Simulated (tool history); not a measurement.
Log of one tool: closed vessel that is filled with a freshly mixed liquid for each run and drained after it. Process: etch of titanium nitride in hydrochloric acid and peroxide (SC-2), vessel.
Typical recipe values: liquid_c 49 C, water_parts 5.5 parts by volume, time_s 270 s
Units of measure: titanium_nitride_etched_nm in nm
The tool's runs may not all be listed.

run,day,liquid_c,water_parts,time_s,"read-back film thickness of the titanium nitride reference wafer, read on the same gauge (nm)",titanium_nitride_etched_nm
1,0,41.5,5.5,270,150.02,10.3
2,3.733,49,7,310,149.98,16
3,7.771,49,7,310,150,15.89
# day 12.942: chemicals flow meter replaced
# day 15.871: new drum of peroxide connected
4,18.488,57,5.5,270,150,29.63
5,23.2,57,5.5,270,150,28.97
6,25.554,57,5.5,270,149.98,28.87
7,27.667,49,5,270,150,18.05
# day 28.754: thermometer replaced
8,30.804,51,4.5,270,150.01,21.19
# day 31.517: chemicals flow meter replaced
9,34.088,51,4.5,270,150,22.72
# day 36.5: new drum of peroxide connected
10,36.958,51,4.5,270,149.99,22.15
11,48.25,49,5.5,270,150.01,16.15
12,50.004,49,5.5,270,150.04,16.06
# day 53.925: chemicals flow meter replaced
13,54.092,42.5,4,370,149.99,19.26
# day 55.379: new drum of peroxide connected
14,57.854,52.5,4,140,150.02,14.17
15,60.642,49,5.5,270,150.03,16.98
# day 64.196: gauge calibrated
16,64.317,49,8,270,150,12.65
17,68.546,49,5.5,270,150.03,16.54
18,71.225,49,4,270,150.02,20.22
# day 74.3: new drum of peroxide connected
19,75.238,44.5,4,325,150.03,18.07
# day 75.871: chemicals flow meter replaced
20,78.038,52,4.5,315,150.01,28.71
21,82.258,46,5.5,270,149.96,14.12
22,84.646,49,5.5,270,150,17.07
23,87.033,42,5.5,270,150.02,10.31
# day 92.446: new drum of peroxide connected
24,94.879,49,5.5,270,149.97,16.27

Here are 3 independent what-if runs from the current tool condition. What would each one return?
A,94.908,49,5.5,270,?,?
B,94.908,44.5,5.5,270,?,?
C,94.908,43.5,8,345,?,?

run,"read-back film thickness of the titanium nitride reference wafer, read on the same gauge (nm)",titanium_nitride_etched_nm
A,150,16.62
B,150,12.25
C,150,10.87
With the hidden condition removed and each run's random variation left untouched, the same runs would have given:
run,titanium_nitride_etched_nm
A,17.58
B,12.95
C,11.58
